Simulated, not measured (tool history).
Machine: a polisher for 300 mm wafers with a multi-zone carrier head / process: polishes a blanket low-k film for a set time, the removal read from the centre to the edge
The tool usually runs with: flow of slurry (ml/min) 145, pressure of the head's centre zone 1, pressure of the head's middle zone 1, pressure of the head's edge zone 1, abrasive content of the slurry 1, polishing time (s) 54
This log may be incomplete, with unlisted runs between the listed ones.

run,hour,flow of slurry (ml/min),pressure of the head's centre zone,pressure of the head's middle zone,pressure of the head's edge zone,abrasive content of the slurry,polishing time (s),"incoming thickness of the incoming film, nm",film removed at the wafer's centre (Å),film removed at mid-radius (Å),film removed at the wafer's edge (Å)
1,0,145,0.96,1,1,1,54,626.8,103,109,104
# hour 25.4: worn pad replaced by a new one
2,25.9,145,0.96,1,1,1,54,632,110,118,112
3,39.5,145,0.96,1,1,1,54,632,112,116,114
# hour 53.6: carrier head's membrane replaced by a new one
4,57.3,145,1,1,1,1,54,635.9,118,116,113
# hour 64.2: slurry nozzle cleaned
5,76.7,145,1,1,1,1,54,627.8,115,117,112
6,89.2,145,1,1,1,1,54,637.5,112,114,108
7,112.7,145,1,1,1,1,54,628.5,110,113,106
8,128.5,145,1,1,1,1,54,633.1,108,111,107
# hour 158.9: worn pad replaced by a new one
# hour 160.3: centre zone pressure recalibrated
9,160.8,145,1,1,1,1,54,622.5,118,119,117
10,190.8,145,1,1,1,1,54,631.5,115,117,114
11,226.3,145,0.96,1,1,1,63,634.3,129,133,129
12,260.4,145,1,1,1,1,49,626.9,100,98,98
# hour 296: worn pad replaced by a new one
13,296.5,145,1,1,1,1,54,626,115,117,114
14,305.8,165,1,1,1,0.8,70,636.4,135,141,136
15,332.8,125,1,1.08,1.06,1,54,632.5,111,117,114
# hour 341: edge zone pressure recalibrated
16,359.7,145,1,1,1,1,54,641,109,114,109
17,373.3,145,1.1,1,0.96,1.25,47,626.3,113,108,104
18,403.9,145,1,1,1,1,62,625.4,117,123,122
19,422,170,1,1,1,0.9,54,628.5,100,100,101
# hour 440.2: worn pad replaced by a new one
20,500.5,145,0.96,0.89,1,1,66,635.7,132,132,139
21,526.1,165,1.1,1,1,0.7,54,617.2,102,94,92
22,544.1,145,1,1.05,1,1,54,636,109,113,107
23,561.3,145,1,1,1,1,54,616.2,105,107,104

Forecast each of these 3 alternatives for the next run:
A,561.7,130,1,1,1,1,54,641.5,?,?,?
B,561.7,105,1,1,1,1,54,641.5,?,?,?
C,561.7,145,1,1,1,1.25,54,641.5,?,?,?

run,film removed at the wafer's centre (Å),film removed at mid-radius (Å),film removed at the wafer's edge (Å)
A,101,105,102
B,96,101,99
C,114,119,115
What these runs would have given with no unlogged condition in the tool:
run,film removed at the wafer's centre (Å),film removed at mid-radius (Å),film removed at the wafer's edge (Å)
A,113,118,114
B,107,112,111
C,127,133,128
